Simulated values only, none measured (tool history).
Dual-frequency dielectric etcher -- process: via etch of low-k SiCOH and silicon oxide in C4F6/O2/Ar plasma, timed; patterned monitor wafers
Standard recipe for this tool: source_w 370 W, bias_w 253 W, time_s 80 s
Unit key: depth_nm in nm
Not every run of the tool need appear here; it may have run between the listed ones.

run	day	source_w	bias_w	time_s	wafers since the last listed run	hours since the last wet clean	hours since the last source power generator calibration	hours since the last bias power generator calibration	hours since the last upper electrode change	hours since the gauge calibration	read-back reference wafer on the same gauge, depth_nm	depth_nm
1	0	370	253	80	0	27.4	2420.4	2986.8	1946.6	1977.2	250.3	234.9
2	2.35	370	253	80	495	83.8	2476.8	3043.2	2003	2033.6	250.1	235.3
3	4.429	370	253	80	438	133.7	2526.7	3093.1	2052.9	2083.5	249.8	234.7
4	5.442	370	253	80	213	158	2551	3117.4	2077.2	2107.8	250	229.4
5	6.654	370	253	80	255	187.1	2580.1	3146.5	2106.3	2136.9	250.1	229.6
6	9.071	370	253	80	509	245.1	2638.1	3204.5	2164.3	2194.9	249.7	229.9
7	11.088	370	253	80	424	293.5	2686.5	3252.9	2212.7	2243.3	250	230.9
8	12.388	290	205	97	273	324.7	2717.7	3284.1	2243.9	2274.5	250.2	237.8
# day 14.825: wet clean of the chamber, repeated, since the last time left the tool worse
9	14.846	340	308	80	307	0.5	2776.7	3343.1	2302.9	2333.5	250.4	246.8
10	17.45	370	253	80	548	63	2839.2	3405.6	2365.4	2396	250.2	243.2
11	19.012	290	253	86	329	100.5	2876.7	3443.1	2402.9	2433.5	249.7	236
# day 21.529: bias power generator calibrated
12	21.567	450	303	67	503	161.8	2938	0.9	2464.2	2494.8	249.9	233.4
13	23.479	450	303	67	403	207.7	2983.9	46.8	2510.1	2540.7	250.1	233.6
# day 25.938: gauge calibrated
14	26.217	370	275	98.5	576	273.4	3049.6	112.5	2575.8	6.7	250.2	306
15	29.071	370	253	80	601	341.9	3118.1	181	2644.3	75.2	249.9	240.6
# day 30.996: wet clean of the chamber
16	31.971	290	205	97	400	23.4	3187.7	250.6	2713.9	144.8	249.9	255.1
17	33.35	370	253	80	290	56.5	3220.8	283.7	2747	177.9	250.1	245.2
# day 39.683: source power generator calibrated
# day 42.217: upper electrode replaced
18	42.258	280	253	80	1631	270.3	61.8	497.5	1	391.7	250	213.4
19	44.042	410	253	94	375	313.1	104.6	540.3	43.8	434.5	250	292.7
# day 47.342: wet clean of the chamber
20	47.362	370	232	58	489	0.5	184.3	620	123.5	514.2	249.9	175.1
21	48.275	400	307	80	192	22.4	206.2	641.9	145.4	536.1	250	269.7
22	50.075	370	253	70	379	65.6	249.4	685.1	188.6	579.3	250.4	214.8
23	51.904	370	253	80	385	109.5	293.3	729	232.5	623.2	249.9	243.9
24	54.817	410	306	66	613	179.4	363.2	798.9	302.4	693.1	249.9	222.4
25	56.142	370	275	80	279	211.2	395	830.7	334.2	724.9	250.2	248.7
26	58.167	370	253	102	426	259.8	443.6	879.3	382.8	773.5	250	308.4
27	61.133	370	273	96.5	625	331	514.8	950.5	454	844.7	249.9	297.1
28	62.975	290	210	80	388	375.2	559	994.7	498.2	888.9	250.2	206.8

State the hidden condition of the tool at each of the runs:
source power that arrives over what is set, %: 0 on each run
bias power that arrives over what is set, %: 0 on each run
gauge reads high (%): 0 on each run
H1: etch rate over this chamber's usual, %
run	H1
1	-4.51
2	-4.88
3	-5.22
4	-5.38
5	-5.58
6	-5.97
7	-6.29
8	-6.5
9	-0.0515
10	-0.472
11	-0.724
12	-1.14
13	-1.44
14	-1.89
15	-2.35
16	-0.0905
17	-0.313
18	-1.75
19	-2.04
20	0.0859
21	-0.0613
22	-0.352
23	-0.647
24	-1.12
25	-1.33
26	-1.66
27	-2.14
28	-2.43

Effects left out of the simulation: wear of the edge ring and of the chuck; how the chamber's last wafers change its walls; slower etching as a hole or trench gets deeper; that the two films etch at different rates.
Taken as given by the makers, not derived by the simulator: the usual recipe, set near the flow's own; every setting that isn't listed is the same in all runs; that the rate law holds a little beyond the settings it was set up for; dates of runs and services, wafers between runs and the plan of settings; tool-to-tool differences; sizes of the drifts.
